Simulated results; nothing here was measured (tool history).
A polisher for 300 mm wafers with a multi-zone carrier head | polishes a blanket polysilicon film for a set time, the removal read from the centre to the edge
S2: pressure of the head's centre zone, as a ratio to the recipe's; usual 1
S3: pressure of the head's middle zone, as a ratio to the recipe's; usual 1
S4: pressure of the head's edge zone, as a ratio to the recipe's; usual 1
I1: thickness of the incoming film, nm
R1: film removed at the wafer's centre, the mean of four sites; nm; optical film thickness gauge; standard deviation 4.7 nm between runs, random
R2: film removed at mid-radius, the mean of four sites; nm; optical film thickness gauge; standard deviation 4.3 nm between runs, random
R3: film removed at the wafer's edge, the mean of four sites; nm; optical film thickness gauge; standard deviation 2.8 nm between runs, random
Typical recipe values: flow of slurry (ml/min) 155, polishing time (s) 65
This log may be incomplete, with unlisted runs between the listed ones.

run 1 hour=0 | flow_of_slurry_(ml/min)=155 S2=1 S3=1.09 S4=1 polishing_time_(s)=82 | I1=1567.3 | R1=445.8 R2=480.2 R3=429.5
run 2 hour=42.9 | flow_of_slurry_(ml/min)=130 S2=1 S3=1 S4=1 polishing_time_(s)=65 | I1=1579.1 | R1=335.8 R2=340.7 R3=326.6
run 3 hour=141 | flow_of_slurry_(ml/min)=130 S2=1 S3=1 S4=1 polishing_time_(s)=65 | I1=1578.5 | R1=334.6 R2=332.3 R3=322.5
-- hour=147 worn pad replaced by a new one
run 4 hour=244.6 | flow_of_slurry_(ml/min)=155 S2=1 S3=1 S4=1 polishing_time_(s)=72 | I1=1563.4 | R1=439.4 R2=421.7 R3=411.1
-- hour=285.8 slurry nozzle cleaned
run 5 hour=350.6 | flow_of_slurry_(ml/min)=155 S2=1 S3=1 S4=1 polishing_time_(s)=72 | I1=1579.4 | R1=436.5 R2=411.1 R3=396.4
-- hour=450.7 carrier head's membrane replaced by a new one
run 6 hour=454.7 | flow_of_slurry_(ml/min)=155 S2=1 S3=1 S4=1 polishing_time_(s)=72 | I1=1602 | R1=433.9 R2=399.2 R3=387.3
run 7 hour=540.4 | flow_of_slurry_(ml/min)=180 S2=1.11 S3=0.91 S4=1 polishing_time_(s)=53 | I1=1569.1 | R1=345.5 R2=273.7 R3=282.3
-- hour=609.8 edge zone pressure recalibrated
run 8 hour=645.4 | flow_of_slurry_(ml/min)=120 S2=1.1 S3=1 S4=1.05 polishing_time_(s)=75 | I1=1572.8 | R1=447.6 R2=376.2 R3=384.1
-- hour=677.2 worn pad replaced by a new one
run 9 hour=726 | flow_of_slurry_(ml/min)=155 S2=1.05 S3=0.91 S4=1 polishing_time_(s)=65 | I1=1574.8 | R1=437.1 R2=357.5 R3=370.1
-- hour=741.3 slurry nozzle cleaned
run 10 hour=829.9 | flow_of_slurry_(ml/min)=115 S2=1 S3=1.08 S4=1 polishing_time_(s)=76 | I1=1548.4 | R1=453.6 R2=455.9 R3=416.9
-- hour=908.1 centre zone pressure recalibrated
run 11 hour=981 | flow_of_slurry_(ml/min)=155 S2=1 S3=1.1 S4=1 polishing_time_(s)=83 | I1=1553.2 | R1=451.6 R2=496.2 R3=448.7
run 12 hour=1021.8 | flow_of_slurry_(ml/min)=155 S2=1 S3=1 S4=0.96 polishing_time_(s)=65 | I1=1565.5 | R1=360.3 R2=352.3 R3=343.2
run 13 hour=1078.2 | flow_of_slurry_(ml/min)=155 S2=1 S3=1 S4=1 polishing_time_(s)=65 | I1=1595.6 | R1=353 R2=351.5 R3=344.6
run 14 hour=1137.4 | flow_of_slurry_(ml/min)=120 S2=1.1 S3=1 S4=1.05 polishing_time_(s)=75 | I1=1603.3 | R1=420.4 R2=384.6 R3=394.4
-- hour=1191 worn pad replaced by a new one
-- hour=1220.4 slurry nozzle cleaned
run 15 hour=1227.4 | flow_of_slurry_(ml/min)=155 S2=0.97 S3=1 S4=1 polishing_time_(s)=80 | I1=1577.7 | R1=455.7 R2=466.2 R3=453.8
run 16 hour=1304.9 | flow_of_slurry_(ml/min)=155 S2=1 S3=1 S4=1 polishing_time_(s)=65 | I1=1589.6 | R1=384.5 R2=373.5 R3=361.4
-- hour=1363.6 edge zone pressure recalibrated
run 17 hour=1396 | flow_of_slurry_(ml/min)=155 S2=1 S3=1.08 S4=1 polishing_time_(s)=65 | I1=1595.5 | R1=373 R2=389.6 R3=351.8
run 18 hour=1447.2 | flow_of_slurry_(ml/min)=100 S2=1 S3=1 S4=1 polishing_time_(s)=65 | I1=1603.3 | R1=345.3 R2=333.8 R3=330.6
run 19 hour=1547 | flow_of_slurry_(ml/min)=155 S2=1.11 S3=1 S4=1 polishing_time_(s)=84 | I1=1596.3 | R1=515.7 R2=452.1 R3=439.8
run 20 hour=1608.7 | flow_of_slurry_(ml/min)=185 S2=0.94 S3=0.94 S4=1.05 polishing_time_(s)=65 | I1=1566.8 | R1=348.8 R2=329.7 R3=345.9
-- hour=1669.7 worn pad replaced by a new one
run 21 hour=1680.6 | flow_of_slurry_(ml/min)=155 S2=1 S3=1 S4=1 polishing_time_(s)=65 | I1=1578.3 | R1=399 R2=388.9 R3=368.7
-- hour=1693.6 slurry nozzle cleaned
run 22 hour=1756.4 | flow_of_slurry_(ml/min)=155 S2=1.1 S3=1 S4=1.07 polishing_time_(s)=65 | I1=1577.4 | R1=423.6 R2=373.3 R3=372.2

4 ways to go on from here, each from the tool as it stands after run 22. What would each give?
run A hour=1756.8 | flow_of_slurry_(ml/min)=155 S2=1.05 S3=1 S4=1 polishing_time_(s)=65 | I1=1578.4 | R1=? R2=? R3=?
run B hour=1756.8 | flow_of_slurry_(ml/min)=125 S2=0.89 S3=0.92 S4=0.92 polishing_time_(s)=65 | I1=1578.4 | R1=? R2=? R3=?
run C hour=1756.8 | flow_of_slurry_(ml/min)=155 S2=0.93 S3=0.9 S4=0.91 polishing_time_(s)=65 | I1=1578.4 | R1=? R2=? R3=?
run D hour=1756.8 | flow_of_slurry_(ml/min)=205 S2=1 S3=1 S4=1 polishing_time_(s)=65 | I1=1578.4 | R1=? R2=? R3=?

run=A R1=418.7 R2=373.1 R3=360.9
run=B R1=347.4 R2=337.2 R3=339.4
run=C R1=374.8 R2=341.8 R3=345.6
run=D R1=417.4 R2=387.1 R3=370.8
With the hidden condition removed and each run's random variation left untouched, the same runs would have given:
run=A R1=408.8 R2=391.7 R3=378.8
run=B R1=338.9 R2=354.1 R3=356.2
run=C R1=365.7 R2=358.9 R3=362.8
run=D R1=407.5 R2=406.5 R3=389.2
